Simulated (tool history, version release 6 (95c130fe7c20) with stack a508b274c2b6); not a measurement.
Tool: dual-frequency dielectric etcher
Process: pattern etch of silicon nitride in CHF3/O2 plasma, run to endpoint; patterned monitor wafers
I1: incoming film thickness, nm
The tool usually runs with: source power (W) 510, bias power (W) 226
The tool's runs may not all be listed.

run 1 hour=0.0 | source_power_(W)=510 bias_power_(W)=261 | I1=91.5 | endpoint_time_(s)=59.6
run 2 hour=74.3 | source_power_(W)=510 bias_power_(W)=226 | I1=92.0 | endpoint_time_(s)=63.2
run 3 hour=163.3 | source_power_(W)=510 bias_power_(W)=226 | I1=90.6 | endpoint_time_(s)=61.4
run 4 hour=231.9 | source_power_(W)=460 bias_power_(W)=251 | I1=91.1 | endpoint_time_(s)=61.0
run 5 hour=324.0 | source_power_(W)=510 bias_power_(W)=226 | I1=91.2 | endpoint_time_(s)=61.3
run 6 hour=373.4 | source_power_(W)=510 bias_power_(W)=226 | I1=91.0 | endpoint_time_(s)=60.6
run 7 hour=436.9 | source_power_(W)=510 bias_power_(W)=226 | I1=91.5 | endpoint_time_(s)=61.0
run 8 hour=483.1 | source_power_(W)=550 bias_power_(W)=226 | I1=91.0 | endpoint_time_(s)=58.7
-- hour=563.5 wet clean of the chamber
run 9 hour=564.0 | source_power_(W)=550 bias_power_(W)=226 | I1=90.6 | endpoint_time_(s)=60.2
run 10 hour=663.3 | source_power_(W)=590 bias_power_(W)=186 | I1=91.3 | endpoint_time_(s)=63.4
run 11 hour=751.8 | source_power_(W)=590 bias_power_(W)=186 | I1=91.9 | endpoint_time_(s)=63.2
run 12 hour=855.3 | source_power_(W)=380 bias_power_(W)=181 | I1=91.3 | endpoint_time_(s)=74.1
run 13 hour=946.1 | source_power_(W)=510 bias_power_(W)=226 | I1=91.2 | endpoint_time_(s)=61.3
run 14 hour=990.5 | source_power_(W)=470 bias_power_(W)=226 | I1=91.7 | endpoint_time_(s)=63.4
run 15 hour=1041.1 | source_power_(W)=510 bias_power_(W)=226 | I1=91.2 | endpoint_time_(s)=60.4
-- hour=1159.1 upper electrode replaced
run 16 hour=1159.6 | source_power_(W)=510 bias_power_(W)=263 | I1=91.7 | endpoint_time_(s)=57.3
run 17 hour=1207.3 | source_power_(W)=570 bias_power_(W)=240 | I1=91.6 | endpoint_time_(s)=56.8
run 18 hour=1261.3 | source_power_(W)=460 bias_power_(W)=186 | I1=90.8 | endpoint_time_(s)=66.3
-- hour=1324.6 wet clean of the chamber
-- hour=1341.8 bias power generator calibrated
run 19 hour=1342.3 | source_power_(W)=510 bias_power_(W)=226 | I1=91.5 | endpoint_time_(s)=61.3
-- hour=1390.7 source power generator calibrated
run 20 hour=1431.0 | source_power_(W)=460 bias_power_(W)=205 | I1=90.4 | endpoint_time_(s)=65.8
run 21 hour=1530.0 | source_power_(W)=600 bias_power_(W)=258 | I1=91.3 | endpoint_time_(s)=55.0
run 22 hour=1611.4 | source_power_(W)=510 bias_power_(W)=269 | I1=91.8 | endpoint_time_(s)=57.1
run 23 hour=1655.9 | source_power_(W)=630 bias_power_(W)=174 | I1=91.8 | endpoint_time_(s)=62.2
run 24 hour=1700.8 | source_power_(W)=620 bias_power_(W)=211 | I1=91.8 | endpoint_time_(s)=57.7
run 25 hour=1772.5 | source_power_(W)=510 bias_power_(W)=226 | I1=89.9 | endpoint_time_(s)=59.7
run 26 hour=1864.4 | source_power_(W)=400 bias_power_(W)=266 | I1=91.3 | endpoint_time_(s)=60.7
run 27 hour=1913.7 | source_power_(W)=510 bias_power_(W)=226 | I1=90.9 | endpoint_time_(s)=59.0
run 28 hour=1959.9 | source_power_(W)=510 bias_power_(W)=226 | I1=90.7 | endpoint_time_(s)=58.6
-- hour=2016.6 wet clean of the chamber
run 29 hour=2055.3 | source_power_(W)=430 bias_power_(W)=180 | I1=91.3 | endpoint_time_(s)=72.8
run 30 hour=2113.5 | source_power_(W)=550 bias_power_(W)=189 | I1=91.5 | endpoint_time_(s)=65.2
run 31 hour=2402.5 | source_power_(W)=430 bias_power_(W)=226 | I1=93.5 | endpoint_time_(s)=66.5
run 32 hour=2486.3 | source_power_(W)=590 bias_power_(W)=226 | I1=91.4 | endpoint_time_(s)=57.7
run 33 hour=2523.8 | source_power_(W)=510 bias_power_(W)=226 | I1=90.7 | endpoint_time_(s)=59.5
run 34 hour=2588.8 | source_power_(W)=510 bias_power_(W)=212 | I1=90.4 | endpoint_time_(s)=61.4

What the log doesn't show, run by run:
source power that arrives over what is set, %: 0 at every run
bias power that arrives over what is set, %: 0 at every run
H1: etch rate over this chamber's usual, %
run=1 H1=-0.282
run=2 H1=0.296
run=3 H1=0.989
run=4 H1=1.52
run=5 H1=2.24
run=6 H1=2.62
run=7 H1=3.12
run=8 H1=3.48
run=9 H1=-0.291
run=10 H1=0.482
run=11 H1=1.17
run=12 H1=1.98
run=13 H1=2.68
run=14 H1=3.03
run=15 H1=3.42
run=16 H1=4.34
run=17 H1=4.72
run=18 H1=5.14
run=19 H1=0.876
run=20 H1=1.57
run=21 H1=2.34
run=22 H1=2.97
run=23 H1=3.32
run=24 H1=3.67
run=25 H1=4.22
run=26 H1=4.94
run=27 H1=5.32
run=28 H1=5.68
run=29 H1=0.111
run=30 H1=0.564
run=31 H1=2.81
run=32 H1=3.47
run=33 H1=3.76
run=34 H1=4.26

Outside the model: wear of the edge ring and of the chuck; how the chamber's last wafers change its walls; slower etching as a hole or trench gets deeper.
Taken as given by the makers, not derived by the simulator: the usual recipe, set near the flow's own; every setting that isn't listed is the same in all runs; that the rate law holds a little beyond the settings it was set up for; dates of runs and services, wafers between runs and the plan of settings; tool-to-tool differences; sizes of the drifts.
